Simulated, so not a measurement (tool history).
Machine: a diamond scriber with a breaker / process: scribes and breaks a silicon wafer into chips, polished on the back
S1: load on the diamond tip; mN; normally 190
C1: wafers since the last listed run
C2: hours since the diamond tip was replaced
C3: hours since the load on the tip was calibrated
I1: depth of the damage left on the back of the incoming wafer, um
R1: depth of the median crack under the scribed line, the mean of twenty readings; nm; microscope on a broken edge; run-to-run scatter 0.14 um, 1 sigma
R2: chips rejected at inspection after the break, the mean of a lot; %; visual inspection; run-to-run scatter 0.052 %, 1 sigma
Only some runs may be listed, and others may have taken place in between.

run,hour,S1,C1,C2,C3,I1,R1,R2
1,0,161,0,727.2,1555.2,0.02,8250,8.52
2,6.1,190,12,733.3,1561.3,0.05,9290,5.29
3,15.9,190,20,743.1,1571.1,0.03,9350,4.59
4,27.6,190,24,754.8,1582.8,0.03,9300,4.88
5,43.2,178,33,770.4,1598.4,0.03,8920,6
6,57.6,220,30,784.8,1612.8,0.04,10350,2.13
7,66.5,220,18,793.7,1621.7,0.02,9910,2.34
8,80.9,172,30,808.1,1636.1,0.02,8750,6.8
9,94.4,172,28,821.6,1649.6,0.04,8610,7.49
10,103.8,172,19,831,1659,0.03,8800,7.58
11,113.4,190,20,840.6,1668.6,0.05,9360,4.91
12,120.8,190,15,848,1676,0.02,9160,4.32
13,137.1,190,34,864.3,1692.3,0.05,9280,4.87
# hour 141: load on the tip recalibrated
14,153.1,190,29,880.3,12.1,0.02,9300,5.02
15,168.9,156,33,896.1,27.9,0.03,8110,9.83
16,178.7,154,20,905.9,37.7,0.01,8270,11.05
17,194,154,32,921.2,53,0.03,8150,11.06
18,202.8,190,18,930,61.8,0.01,9180,4.96
19,212.3,190,20,939.5,71.3,0.02,9190,4.92
20,225.7,174,28,952.9,84.7,0.03,8800,7.21
21,240,213,30,967.2,99,0.05,9710,3.3

Predict the results of run 22:
22,252.1,190,25,979.3,111.1,0.03,?,?

R1: 9100 nm
R2: 5.11 %
Were there no unlogged condition in the tool, this run, its random variation unchanged, would have produced R1 11370 nm, R2 0.96 %.
